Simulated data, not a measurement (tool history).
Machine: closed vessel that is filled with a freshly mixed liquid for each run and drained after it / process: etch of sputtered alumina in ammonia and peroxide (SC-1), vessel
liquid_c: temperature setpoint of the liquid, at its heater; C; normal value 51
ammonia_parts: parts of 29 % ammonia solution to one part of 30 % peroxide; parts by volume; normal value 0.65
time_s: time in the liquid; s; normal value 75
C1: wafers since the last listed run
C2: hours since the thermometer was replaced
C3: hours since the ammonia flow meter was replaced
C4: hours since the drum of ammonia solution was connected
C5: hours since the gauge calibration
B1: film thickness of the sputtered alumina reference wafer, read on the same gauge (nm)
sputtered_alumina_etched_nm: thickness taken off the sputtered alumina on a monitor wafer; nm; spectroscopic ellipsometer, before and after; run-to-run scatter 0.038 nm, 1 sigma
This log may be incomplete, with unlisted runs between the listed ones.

Run 1, hour 0: usual settings; C1 0; C2 514.8; C3 636.2; C4 319.8; C5 152; B1 29.995. Result: sputtered_alumina_etched_nm 4.987 nm.
Run 2, hour 16.7: usual settings; C1 2382; C2 531.5; C3 652.9; C4 336.5; C5 168.7; B1 29.93. Result: sputtered_alumina_etched_nm 5.003 nm.
Run 3, hour 27.6: usual settings; C1 1554; C2 542.4; C3 663.8; C4 347.4; C5 179.6; B1 30.059. Result: sputtered_alumina_etched_nm 5.014 nm.
Run 4, hour 34.3: usual settings; C1 955; C2 549.1; C3 670.5; C4 354.1; C5 186.3; B1 29.953. Result: sputtered_alumina_etched_nm 5.01 nm.
Run 5, hour 48.2: usual settings; C1 1982; C2 563; C3 684.4; C4 368; C5 200.2; B1 29.97. Result: sputtered_alumina_etched_nm 5.075 nm.
Run 6, hour 63: usual settings; C1 2111; C2 577.8; C3 699.2; C4 382.8; C5 215; B1 30.005. Result: sputtered_alumina_etched_nm 5.063 nm.
Run 7, hour 104.8: usual settings; C1 5962; C2 619.6; C3 741; C4 424.6; C5 256.8; B1 30.015. Result: sputtered_alumina_etched_nm 5.081 nm.
Run 8, hour 118.5: usual settings; C1 1954; C2 633.3; C3 754.7; C4 438.3; C5 270.5; B1 30.01. Result: sputtered_alumina_etched_nm 5.133 nm.
Run 9, hour 129.6: usual settings; C1 1583; C2 644.4; C3 765.8; C4 449.4; C5 281.6; B1 29.995. Result: sputtered_alumina_etched_nm 5.145 nm.
Run 10, hour 140.5: usual settings; C1 1554; C2 655.3; C3 776.7; C4 460.3; C5 292.5; B1 30.029. Result: sputtered_alumina_etched_nm 5.16 nm.
Run 11, hour 148.7: usual settings; C1 1169; C2 663.5; C3 784.9; C4 468.5; C5 300.7; B1 29.95. Result: sputtered_alumina_etched_nm 5.161 nm.
At hour 154.9: thermometer replaced.
Run 12, hour 165.9: usual settings; C1 2310; C2 11; C3 802.1; C4 485.7; C5 317.9; B1 29.93. Result: sputtered_alumina_etched_nm 4.464 nm.
Run 13, hour 176.4: usual settings but ammonia_parts 0.45 parts by volume; C1 1497; C2 21.5; C3 812.6; C4 496.2; C5 328.4; B1 30.013. Result: sputtered_alumina_etched_nm 4.399 nm.
Run 14, hour 184.9: usual settings but ammonia_parts 0.45 parts by volume; C1 1212; C2 30; C3 821.1; C4 504.7; C5 336.9; B1 30.029. Result: sputtered_alumina_etched_nm 4.419 nm.
Run 15, hour 202.6: usual settings but ammonia_parts 0.5 parts by volume, time_s 30 s; C1 2524; C2 47.7; C3 838.8; C4 522.4; C5 354.6; B1 29.948. Result: sputtered_alumina_etched_nm 1.806 nm.
At hour 209.6: ammonia flow meter replaced.
Run 16, hour 211.2: usual settings but liquid_c 54 C, time_s 50 s; C1 1084; C2 56.3; C3 1.6; C4 531; C5 363.2; B1 30.042. Result: sputtered_alumina_etched_nm 3.556 nm.
Run 17, hour 223.7: usual settings; C1 1783; C2 68.8; C3 14.1; C4 543.5; C5 375.7; B1 30.017. Result: sputtered_alumina_etched_nm 4.595 nm.
Run 18, hour 230.8: usual settings; C1 1012; C2 75.9; C3 21.2; C4 550.6; C5 382.8; B1 29.984. Result: sputtered_alumina_etched_nm 4.556 nm.
Run 19, hour 239.3: usual settings but liquid_c 44.5 C, time_s 60 s; C1 1212; C2 84.4; C3 29.7; C4 559.1; C5 391.3; B1 29.986. Result: sputtered_alumina_etched_nm 2.594 nm.
Run 20, hour 245.7: usual settings but liquid_c 53.5 C, time_s 115 s; C1 912; C2 90.8; C3 36.1; C4 565.5; C5 397.7; B1 29.976. Result: sputtered_alumina_etched_nm 8.079 nm.
Run 21, hour 257.5: usual settings but liquid_c 41 C, time_s 40 s; C1 1683; C2 102.6; C3 47.9; C4 577.3; C5 409.5; B1 29.996. Result: sputtered_alumina_etched_nm 1.411 nm.
Run 22, hour 268: usual settings; C1 1497; C2 113.1; C3 58.4; C4 587.8; C5 420; B1 29.981. Result: sputtered_alumina_etched_nm 4.596 nm.
At hour 270.7: new drum of ammonia solution connected.
At hour 275.5: gauge calibrated.
Run 23, hour 281.2: usual settings; C1 1740; C2 126.3; C3 71.6; C4 10.5; C5 5.7; B1 29.999. Result: sputtered_alumina_etched_nm 4.637 nm.
Run 24, hour 291: usual settings but liquid_c 54 C, time_s 55 s; C1 1397; C2 136.1; C3 81.4; C4 20.3; C5 15.5; B1 30.001. Result: sputtered_alumina_etched_nm 4.01 nm.
Run 25, hour 308.6: usual settings but ammonia_parts 0.4 parts by volume, time_s 105 s; C1 2510; C2 153.7; C3 99; C4 37.9; C5 33.1; B1 30.017. Result: sputtered_alumina_etched_nm 6.152 nm.
Run 26, hour 326.5: usual settings but liquid_c 48 C, ammonia_parts 0.45 parts by volume, time_s 90 s; C1 2553; C2 171.6; C3 116.9; C4 55.8; C5 51; B1 30.021. Result: sputtered_alumina_etched_nm 4.491 nm.
Run 27, hour 340: usual settings but ammonia_parts 0.8 parts by volume; C1 1925; C2 185.1; C3 130.4; C4 69.3; C5 64.5; B1 29.97. Result: sputtered_alumina_etched_nm 4.757 nm.
Run 28, hour 356.5: usual settings but liquid_c 45.5 C, ammonia_parts 0.4 parts by volume; C1 2353; C2 201.6; C3 146.9; C4 85.8; C5 81; B1 29.984. Result: sputtered_alumina_etched_nm 3.279 nm.
Run 29, hour 368.5: usual settings but liquid_c 48 C, ammonia_parts 0.55 parts by volume, time_s 50 s; C1 1711; C2 213.6; C3 158.9; C4 97.8; C5 93; B1 30.035. Result: sputtered_alumina_etched_nm 2.622 nm.

Forecast each of these 3 alternatives for the next run:
Run A, hour 369.2: usual settings but ammonia_parts 0.35 parts by volume; C1 99; C2 214.3; C3 159.6; C4 98.5; C5 93.7; B1 ?. Result: sputtered_alumina_etched_nm ?.
Run B, hour 369.2: usual settings but liquid_c 56 C, ammonia_parts 0.55 parts by volume, time_s 50 s; C1 99; C2 214.3; C3 159.6; C4 98.5; C5 93.7; B1 ?. Result: sputtered_alumina_etched_nm ?.
Run C, hour 369.2: usual settings but time_s 55 s; C1 99; C2 214.3; C3 159.6; C4 98.5; C5 93.7; B1 ?. Result: sputtered_alumina_etched_nm ?.

run      B1  sputtered_alumina_etched_nm
  A  29.984                        4.497
  B  29.984                        4.086
  C  29.984                        3.497
Without the tool's unlogged condition, the same runs would have read:
run  sputtered_alumina_etched_nm
  A                        4.268
  B                        3.885
  C                        3.319
